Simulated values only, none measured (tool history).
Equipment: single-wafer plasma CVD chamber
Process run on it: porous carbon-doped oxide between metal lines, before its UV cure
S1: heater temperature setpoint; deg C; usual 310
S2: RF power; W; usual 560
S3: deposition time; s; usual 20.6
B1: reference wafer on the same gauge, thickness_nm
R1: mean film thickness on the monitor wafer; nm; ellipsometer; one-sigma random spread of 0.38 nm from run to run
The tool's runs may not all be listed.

run,hour,S1,S2,S3,B1,R1
1,0,310,635,20.6,111.984,130.911
2,33.5,310,490,20.6,112.086,105.015
3,64.2,310,490,20.6,111.917,105.134
4,98.8,310,490,20.6,112.028,105.14
5,132.8,310,560,20.6,112.025,118.546
6,158.4,320,560,20.6,111.96,111.42
7,209.4,310,505,20.6,112.099,108.05
8,278.9,310,560,20.6,112.094,118.861
# hour 324.9: gauge calibrated
9,326.7,310,560,20.6,111.865,118.427
# hour 383.5: RF generator calibrated
10,498.9,310,560,20.6,112.005,123.318
# hour 530.2: showerhead replaced
11,530.7,310,560,20.6,112.035,122.823
12,561.6,310,560,20.6,112.052,122.666
# hour 635.3: thermocouple changed; heater temperature recalibrated
13,635.8,296,560,20.6,111.948,130.748
14,673.1,310,560,20.6,111.895,119.753
15,697.8,316,615,20.6,111.979,124.627
16,746.3,310,505,20.6,112.015,109.543
17,789.1,324,500,23.8,111.9,114.75
18,835,310,620,18.9,112.101,117.868
# hour 848.8: gauge calibrated
19,864.9,320,560,20.6,112.116,111.859
20,911.8,302,615,20.6,112.05,134.273
21,941.6,304,515,20.6,111.939,114.456
22,980.7,300,560,20.6,111.858,126.925
23,1031.8,310,560,22.8,112.17,130.53

Run 24 is up next; what results do you expect?
24,1063.9,310,505,20.6,?,?

Run 24 gave B1 112.224, R1 107.822 nm.
If the tool had no hidden condition, the same run with the same run-to-run variation would have returned R1 111.461 nm.

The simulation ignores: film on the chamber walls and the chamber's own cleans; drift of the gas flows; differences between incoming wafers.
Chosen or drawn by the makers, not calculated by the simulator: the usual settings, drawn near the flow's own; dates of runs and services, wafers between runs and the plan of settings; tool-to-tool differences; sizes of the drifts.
